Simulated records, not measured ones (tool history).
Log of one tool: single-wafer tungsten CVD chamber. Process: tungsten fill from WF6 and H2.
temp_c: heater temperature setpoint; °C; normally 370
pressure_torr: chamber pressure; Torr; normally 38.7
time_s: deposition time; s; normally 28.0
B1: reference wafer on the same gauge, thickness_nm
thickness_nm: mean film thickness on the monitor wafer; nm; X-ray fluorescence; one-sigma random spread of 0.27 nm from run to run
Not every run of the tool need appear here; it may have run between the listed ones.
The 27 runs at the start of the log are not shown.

{"run": 28, "hour": 1558.9, "temp_c": 370, "pressure_torr": 47.2, "time_s": 29.8, "B1": 61.314, "thickness_nm": 67.242}
{"run": 29, "hour": 1622.6, "temp_c": 370, "pressure_torr": 38.7, "time_s": 28.0, "B1": 61.201, "thickness_nm": 57.864}
{"run": 30, "hour": 1654.5, "temp_c": 370, "pressure_torr": 38.7, "time_s": 24.7, "B1": 61.223, "thickness_nm": 50.591}
{"run": 31, "hour": 1690.7, "temp_c": 363, "pressure_torr": 33.4, "time_s": 28.0, "B1": 61.156, "thickness_nm": 45.145}
{"hour": 1714.6, "done": "thermocouple changed; heater temperature recalibrated"}
{"run": 32, "hour": 1879.2, "temp_c": 370, "pressure_torr": 38.7, "time_s": 28.0, "B1": 61.073, "thickness_nm": 57.39}
{"hour": 1904.9, "done": "gauge calibrated"}
{"run": 33, "hour": 1915.9, "temp_c": 384, "pressure_torr": 30.7, "time_s": 26.6, "B1": 62.213, "thickness_nm": 68.481}
{"run": 34, "hour": 1959.9, "temp_c": 361, "pressure_torr": 31.5, "time_s": 32.4, "B1": 62.146, "thickness_nm": 49.452}
{"run": 35, "hour": 2008.6, "temp_c": 363, "pressure_torr": 33.2, "time_s": 28.0, "B1": 61.937, "thickness_nm": 46.051}

Alternative continuations, all from the tool just after run 35; predict every row:
{"run": "A", "hour": 2009.0, "temp_c": 370, "pressure_torr": 38.7, "time_s": 28.0, "B1": "?", "thickness_nm": "?"}
{"run": "B", "hour": 2009.0, "temp_c": 363, "pressure_torr": 32.7, "time_s": 25.5, "B1": "?", "thickness_nm": "?"}
{"run": "C", "hour": 2009.0, "temp_c": 365, "pressure_torr": 38.7, "time_s": 28.0, "B1": "?", "thickness_nm": "?"}

run=A B1=61.982 thickness_nm=58.218
run=B B1=61.982 thickness_nm=41.328
run=C B1=61.982 thickness_nm=51.736
Take away the tool's hidden state, keep each run's random variation, and the runs would have read:
run=A thickness_nm=58.930
run=B thickness_nm=41.833
run=C thickness_nm=52.368
